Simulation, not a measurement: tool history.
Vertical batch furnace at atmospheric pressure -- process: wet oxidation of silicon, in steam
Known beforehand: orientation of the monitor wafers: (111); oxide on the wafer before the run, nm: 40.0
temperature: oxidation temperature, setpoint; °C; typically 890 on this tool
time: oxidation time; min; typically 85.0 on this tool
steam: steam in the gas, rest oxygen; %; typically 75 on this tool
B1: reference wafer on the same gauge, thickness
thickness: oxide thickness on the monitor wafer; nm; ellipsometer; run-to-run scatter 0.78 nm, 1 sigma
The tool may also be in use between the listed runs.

{"run": 1, "hour": 0.0, "temperature": 901, "time": 85.0, "steam": 75, "B1": 262.4, "thickness": 255.21}
{"run": 2, "hour": 21.6, "temperature": 901, "time": 85.0, "steam": 75, "B1": 262.89, "thickness": 254.16}
{"run": 3, "hour": 38.7, "temperature": 901, "time": 85.0, "steam": 75, "B1": 262.65, "thickness": 252.72}
{"run": 4, "hour": 53.6, "temperature": 881, "time": 85.0, "steam": 75, "B1": 263.01, "thickness": 205.41}
{"run": 5, "hour": 85.2, "temperature": 881, "time": 85.0, "steam": 75, "B1": 263.15, "thickness": 206.12}
{"hour": 93.3, "done": "gauge calibrated"}
{"run": 6, "hour": 106.3, "temperature": 890, "time": 85.0, "steam": 75, "B1": 262.94, "thickness": 226.18}
{"run": 7, "hour": 136.9, "temperature": 890, "time": 85.0, "steam": 75, "B1": 263.04, "thickness": 227.73}
{"run": 8, "hour": 149.7, "temperature": 890, "time": 85.0, "steam": 75, "B1": 263.28, "thickness": 226.87}
{"run": 9, "hour": 175.1, "temperature": 890, "time": 85.0, "steam": 75, "B1": 262.78, "thickness": 225.94}
{"run": 10, "hour": 188.8, "temperature": 890, "time": 85.0, "steam": 70, "B1": 263.29, "thickness": 215.18}
{"run": 11, "hour": 203.8, "temperature": 890, "time": 85.0, "steam": 75, "B1": 263.32, "thickness": 224.83}
{"run": 12, "hour": 228.9, "temperature": 890, "time": 85.0, "steam": 75, "B1": 263.13, "thickness": 224.85}
{"run": 13, "hour": 243.5, "temperature": 890, "time": 85.0, "steam": 75, "B1": 263.05, "thickness": 226.07}
{"run": 14, "hour": 271.2, "temperature": 890, "time": 103.5, "steam": 75, "B1": 263.44, "thickness": 258.41}
{"run": 15, "hour": 293.4, "temperature": 890, "time": 103.5, "steam": 75, "B1": 262.92, "thickness": 257.71}
{"run": 16, "hour": 326.5, "temperature": 895, "time": 85.0, "steam": 75, "B1": 263.2, "thickness": 236.74}
{"hour": 366.4, "done": "thermocouples replaced and temperature profile calibrated"}
{"run": 17, "hour": 366.9, "temperature": 890, "time": 85.0, "steam": 75, "B1": 263.2, "thickness": 224.87}
{"run": 18, "hour": 374.8, "temperature": 868, "time": 85.0, "steam": 87, "B1": 262.98, "thickness": 196.44}
{"run": 19, "hour": 402.5, "temperature": 890, "time": 103.0, "steam": 86, "B1": 262.75, "thickness": 281.39}
{"run": 20, "hour": 425.3, "temperature": 890, "time": 55.0, "steam": 75, "B1": 262.99, "thickness": 165.19}
{"hour": 501.7, "done": "steam generator serviced"}
{"run": 21, "hour": 502.2, "temperature": 899, "time": 111.5, "steam": 67, "B1": 262.68, "thickness": 295.21}
{"run": 22, "hour": 580.2, "temperature": 910, "time": 61.5, "steam": 68, "B1": 263.21, "thickness": 218.57}
{"run": 23, "hour": 609.3, "temperature": 902, "time": 85.0, "steam": 68, "B1": 262.97, "thickness": 254.84}
{"run": 24, "hour": 628.1, "temperature": 904, "time": 119.0, "steam": 75, "B1": 262.99, "thickness": 349.16}
{"run": 25, "hour": 653.7, "temperature": 890, "time": 49.5, "steam": 65, "B1": 262.92, "thickness": 151.93}
{"hour": 660.7, "done": "gauge calibrated"}
{"run": 26, "hour": 667.7, "temperature": 900, "time": 85.0, "steam": 75, "B1": 263.09, "thickness": 268.29}
{"run": 27, "hour": 688.0, "temperature": 890, "time": 126.0, "steam": 81, "B1": 262.92, "thickness": 336.4}
{"run": 28, "hour": 705.6, "temperature": 890, "time": 85.0, "steam": 75, "B1": 262.69, "thickness": 240.94}
{"run": 29, "hour": 719.5, "temperature": 890, "time": 56.5, "steam": 87, "B1": 262.79, "thickness": 203.33}
{"run": 30, "hour": 732.7, "temperature": 890, "time": 85.0, "steam": 75, "B1": 262.7, "thickness": 241.71}
{"run": 31, "hour": 750.0, "temperature": 904, "time": 49.0, "steam": 81, "B1": 262.75, "thickness": 199.83}
{"run": 32, "hour": 765.9, "temperature": 890, "time": 48.0, "steam": 83, "B1": 263.39, "thickness": 175.07}
{"run": 33, "hour": 799.3, "temperature": 903, "time": 57.5, "steam": 80, "B1": 262.86, "thickness": 218.3}
{"run": 34, "hour": 819.9, "temperature": 890, "time": 85.0, "steam": 75, "B1": 263.22, "thickness": 242.05}
{"run": 35, "hour": 839.6, "temperature": 869, "time": 97.5, "steam": 64, "B1": 262.93, "thickness": 190.12}

Predict each of these 3 candidate next runs independently; none follows another, all start after run 35:
{"run": "A", "hour": 844.4, "temperature": 890, "time": 85.0, "steam": 75, "B1": "?", "thickness": "?"}
{"run": "B", "hour": 844.4, "temperature": 880, "time": 47.5, "steam": 75, "B1": "?", "thickness": "?"}
{"run": "C", "hour": 844.4, "temperature": 874, "time": 85.0, "steam": 75, "B1": "?", "thickness": "?"}

run=A B1=262.80 thickness=242.10
run=B B1=262.80 thickness=146.61
run=C B1=262.80 thickness=204.19
What these runs would have given with no unlogged condition in the tool:
run=A thickness=242.66
run=B thickness=146.92
run=C thickness=204.66

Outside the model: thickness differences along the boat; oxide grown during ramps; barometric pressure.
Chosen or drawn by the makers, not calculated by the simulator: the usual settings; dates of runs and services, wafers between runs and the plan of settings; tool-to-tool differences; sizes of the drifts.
